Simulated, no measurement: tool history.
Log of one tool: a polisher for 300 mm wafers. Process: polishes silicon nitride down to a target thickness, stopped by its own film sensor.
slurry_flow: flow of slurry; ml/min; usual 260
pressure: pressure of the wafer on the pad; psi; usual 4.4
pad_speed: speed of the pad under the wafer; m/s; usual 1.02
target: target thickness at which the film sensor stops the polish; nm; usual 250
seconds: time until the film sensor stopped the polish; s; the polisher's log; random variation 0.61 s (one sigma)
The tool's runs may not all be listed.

| run | hour | slurry_flow | pressure | pad_speed | target | wafers since the last listed run | wafers polished on this pad | hours since the slurry nozzle was cleaned | hours since the head pressure was calibrated | incoming thickness of the incoming film, nm | seconds |
|---|---|---|---|---|---|---|---|---|---|---|---|
| 1 | 0 | 260 | 4.4 | 1.02 | 250 | 0 | 663 | 180.1 | 1302.4 | 444.1 | 113.5 |
| 2 | 6.2 | 260 | 4.4 | 1.02 | 250 | 61 | 725 | 186.3 | 1308.6 | 452.6 | 119.9 |
| 3 | 17.7 | 260 | 4.4 | 1.02 | 250 | 114 | 840 | 197.8 | 1320.1 | 453.1 | 119.8 |
| 4 | 24.6 | 260 | 4.4 | 1.02 | 250 | 68 | 909 | 204.7 | 1327 | 446.6 | 117.2 |
| 5 | 30.8 | 260 | 4.4 | 1.02 | 289 | 61 | 970 | 210.9 | 1333.2 | 445.7 | 93.2 |
| 6 | 42.2 | 260 | 4.4 | 1.02 | 198 | 113 | 1084 | 222.3 | 1344.6 | 449 | 152.5 |
| 7 | 50.4 | 260 | 4.4 | 1.02 | 198 | 81 | 1166 | 230.5 | 1352.8 | 446.2 | 150.8 |
|  | 57.7 | worn pad replaced by a new one |
| 8 | 67.9 | 210 | 4.4 | 1.02 | 250 | 134 | 101 | 248 | 1370.3 | 447.3 | 115.7 |
| 9 | 80 | 260 | 4.1 | 1.1 | 250 | 120 | 222 | 260.1 | 1382.4 | 451.2 | 120.6 |
| 10 | 89.5 | 260 | 4.4 | 1.02 | 250 | 94 | 317 | 269.6 | 1391.9 | 449.4 | 117.2 |
| 11 | 106.7 | 260 | 4.4 | 1.02 | 250 | 171 | 488 | 286.8 | 1409.1 | 448.9 | 115.7 |
| 12 | 121.8 | 260 | 4.4 | 1.02 | 250 | 150 | 638 | 301.9 | 1424.2 | 442.4 | 113.2 |
| 13 | 137 | 260 | 4.4 | 1.22 | 250 | 151 | 790 | 317.1 | 1439.4 | 450 | 108.1 |
| 14 | 149.1 | 260 | 4.4 | 1.02 | 282 | 120 | 911 | 329.2 | 1451.5 | 451.1 | 100.8 |
| 15 | 158.3 | 185 | 3.6 | 0.7 | 250 | 91 | 1002 | 338.4 | 1460.7 | 451 | 176.5 |
| 16 | 166.4 | 260 | 4.4 | 0.68 | 297 | 80 | 1083 | 346.5 | 1468.8 | 448.9 | 110.9 |
|  | 176.2 | worn pad replaced by a new one |
| 17 | 177.5 | 340 | 3.7 | 0.74 | 203 | 70 | 13 | 357.6 | 1479.9 | 446.7 | 191.4 |
| 18 | 187.3 | 170 | 4.4 | 1.02 | 274 | 97 | 110 | 367.4 | 1489.7 | 444.5 | 102.1 |
|  | 197.4 | slurry nozzle cleaned |
| 19 | 198.9 | 260 | 4.4 | 0.8 | 250 | 105 | 216 | 1.5 | 1501.3 | 457 | 133.9 |
| 20 | 248.3 | 260 | 4 | 1.32 | 218 | 492 | 708 | 50.9 | 1550.7 | 448.2 | 130 |
|  | 255.8 | head pressure recalibrated |
| 21 | 256.3 | 260 | 4.4 | 1.02 | 250 | 59 | 768 | 58.9 | 0.5 | 448.3 | 100.7 |
| 22 | 271.8 | 230 | 3 | 1.3 | 278 | 154 | 923 | 74.4 | 16 | 444 | 111 |
|  | 281 | worn pad replaced by a new one |
| 23 | 281.5 | 315 | 3.4 | 1.24 | 315 | 56 | 4 | 84.1 | 25.7 | 444.5 | 74.9 |
| 24 | 291.3 | 260 | 4.4 | 1.02 | 250 | 97 | 102 | 93.9 | 35.5 | 447.7 | 99.6 |
| 25 | 307.1 | 315 | 5.1 | 1.02 | 202 | 157 | 259 | 109.7 | 51.3 | 444.6 | 106.1 |
| 26 | 324.5 | 260 | 4.4 | 1.02 | 312 | 173 | 433 | 127.1 | 68.7 | 442.1 | 66.7 |

4 ways to go on from here, each from the tool as it stands after run 26. What would each give?
| A | 325 | 305 | 4.4 | 1.02 | 250 | 4 | 438 | 127.6 | 69.2 | 446.5 | ? |
| B | 325 | 170 | 3.5 | 1.02 | 250 | 4 | 438 | 127.6 | 69.2 | 446.5 | ? |
| C | 325 | 305 | 4.4 | 1.36 | 271 | 4 | 438 | 127.6 | 69.2 | 446.5 | ? |
| D | 325 | 290 | 4.4 | 1.02 | 215 | 4 | 438 | 127.6 | 69.2 | 446.5 | ? |

| run | seconds |
|---|---|
| A | 100.7 |
| B | 130 |
| C | 77.7 |
| D | 119 |
Without the tool's hidden state the same runs would have given:
| run | seconds |
|---|---|
| A | 99.3 |
| B | 128.2 |
| C | 76.6 |
| D | 117.3 |
